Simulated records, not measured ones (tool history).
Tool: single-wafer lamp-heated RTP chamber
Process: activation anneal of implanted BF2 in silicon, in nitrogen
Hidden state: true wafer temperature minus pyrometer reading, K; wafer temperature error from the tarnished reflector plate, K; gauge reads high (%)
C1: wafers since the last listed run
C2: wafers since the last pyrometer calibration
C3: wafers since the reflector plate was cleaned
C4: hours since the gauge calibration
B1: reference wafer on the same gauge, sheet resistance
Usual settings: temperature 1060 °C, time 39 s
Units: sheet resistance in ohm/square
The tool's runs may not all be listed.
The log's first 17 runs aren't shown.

run 18 hour=302.4 | temperature=1081 time=46 | C1=198 C2=1206 C3=1484 C4=123.7 | B1=88.96 | sheet_resistance=86.58
run 19 hour=312.5 | temperature=1060 time=48 | C1=156 C2=1362 C3=1640 C4=133.8 | B1=89.01 | sheet_resistance=89.70
run 20 hour=320.6 | temperature=1082 time=26 | C1=125 C2=1488 C3=1766 C4=141.9 | B1=88.99 | sheet_resistance=89.34
run 21 hour=362.7 | temperature=1049 time=31 | C1=651 C2=2139 C3=2418 C4=184.0 | B1=89.21 | sheet_resistance=95.88
run 22 hour=377.4 | temperature=1060 time=39 | C1=227 C2=2367 C3=2645 C4=198.7 | B1=89.06 | sheet_resistance=90.36
run 23 hour=389.5 | temperature=1060 time=39 | C1=187 C2=2554 C3=2832 C4=210.8 | B1=89.05 | sheet_resistance=90.13
run 24 hour=398.0 | temperature=1060 time=39 | C1=131 C2=2686 C3=2964 C4=219.3 | B1=89.23 | sheet_resistance=88.38
-- hour=413.8 pyrometer window cleaned and pyrometer calibrated
run 25 hour=414.3 | temperature=1060 time=39 | C1=128 C2=7 C3=3093 C4=235.6 | B1=89.08 | sheet_resistance=92.21
run 26 hour=416.8 | temperature=1060 time=31 | C1=38 C2=46 C3=3131 C4=238.1 | B1=89.18 | sheet_resistance=94.09
run 27 hour=446.7 | temperature=1060 time=39 | C1=462 C2=508 C3=3594 C4=268.0 | B1=89.09 | sheet_resistance=91.20
run 28 hour=464.2 | temperature=1084 time=39 | C1=270 C2=779 C3=3865 C4=285.5 | B1=89.06 | sheet_resistance=87.58
run 29 hour=477.5 | temperature=1046 time=60 | C1=205 C2=985 C3=4071 C4=298.8 | B1=89.14 | sheet_resistance=90.16
run 30 hour=491.2 | temperature=1041 time=51 | C1=212 C2=1197 C3=4283 C4=312.5 | B1=89.13 | sheet_resistance=93.24
run 31 hour=508.6 | temperature=1032 time=50 | C1=269 C2=1467 C3=4552 C4=329.9 | B1=89.17 | sheet_resistance=96.61

3 ways to go on from here, each from the tool as it stands after run 31. What would each give?
run A hour=509.0 | temperature=1060 time=39 | C1=6 C2=1473 C3=4558 C4=330.3 | B1=? | sheet_resistance=?
run B hour=509.0 | temperature=1032 time=54 | C1=6 C2=1473 C3=4558 C4=330.3 | B1=? | sheet_resistance=?
run C hour=509.0 | temperature=1052 time=47 | C1=6 C2=1473 C3=4558 C4=330.3 | B1=? | sheet_resistance=?

run=A B1=89.09 sheet_resistance=90.31
run=B B1=89.09 sheet_resistance=95.94
run=C B1=89.09 sheet_resistance=90.50
Without the tool's hidden state the same runs would have given:
run=A sheet_resistance=92.24
run=B sheet_resistance=99.70
run=C sheet_resistance=92.70
